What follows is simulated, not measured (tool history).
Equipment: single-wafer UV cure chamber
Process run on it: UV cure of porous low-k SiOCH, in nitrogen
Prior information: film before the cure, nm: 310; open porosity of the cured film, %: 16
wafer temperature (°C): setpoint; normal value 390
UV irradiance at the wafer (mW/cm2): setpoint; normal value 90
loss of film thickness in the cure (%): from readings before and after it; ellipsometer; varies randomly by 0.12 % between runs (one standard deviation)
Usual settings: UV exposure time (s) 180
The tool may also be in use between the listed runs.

run,hour,wafer temperature (°C),UV exposure time (s),UV irradiance at the wafer (mW/cm2),loss of film thickness in the cure (%)
1,0,390,260,90,9.969
2,71.4,390,260,90,9.861
# hour 127.4: quartz window cleaned
3,128.3,390,260,90,11.177
4,167.1,395,180,109,10.083
5,228.4,395,180,109,9.594
6,268.3,395,180,109,9.702
7,299.5,390,235,90,9.944
8,348.6,390,235,90,9.76
9,389.3,390,235,90,9.534
10,452.2,390,180,90,8.382
11,485.6,390,180,90,8.463
12,533.4,390,180,90,8.304
# hour 549.8: quartz window cleaned
13,560.9,390,180,90,9.183
14,596.2,390,180,90,8.974
15,644.6,390,180,90,8.924
# hour 668: UV bulbs replaced
16,685.6,379,180,90,8.506
17,714.3,379,180,90,8.642
18,742.3,379,180,90,8.565
19,832.5,390,180,90,8.409
20,897,390,180,90,8.438
21,921.7,397,180,90,8.721
22,946.4,397,180,90,8.431
# hour 994.5: quartz window cleaned
23,1008.7,406,180,90,9.545
24,1037.6,390,180,90,8.977
25,1101.6,390,180,55,6.735
26,1165.1,370,235,124,10.652
27,1207.6,396,235,119,11.002
28,1260.8,390,180,90,8.44
29,1308,390,180,90,8.268
30,1362.6,390,180,90,8.122
31,1424,390,180,90,8.406
# hour 1441.8: quartz window cleaned
32,1491.4,397,180,90,9.162
33,1538.6,395,120,126,8.648
34,1570.4,401,100,73,5.73
35,1607.2,380,180,90,8.434
36,1655.5,400,205,56,7.311
37,1681.3,390,180,75,7.863
38,1734.5,390,180,90,8.574
39,1780.7,403,180,108,9.436

Run 40 has not been measured yet. What should we expect?
40,1810.2,390,250,90,?

loss of film thickness in the cure (%): 9.677
If the tool had no hidden condition, the same run with the same run-to-run variation would have returned loss of film thickness in the cure (%) 10.719.
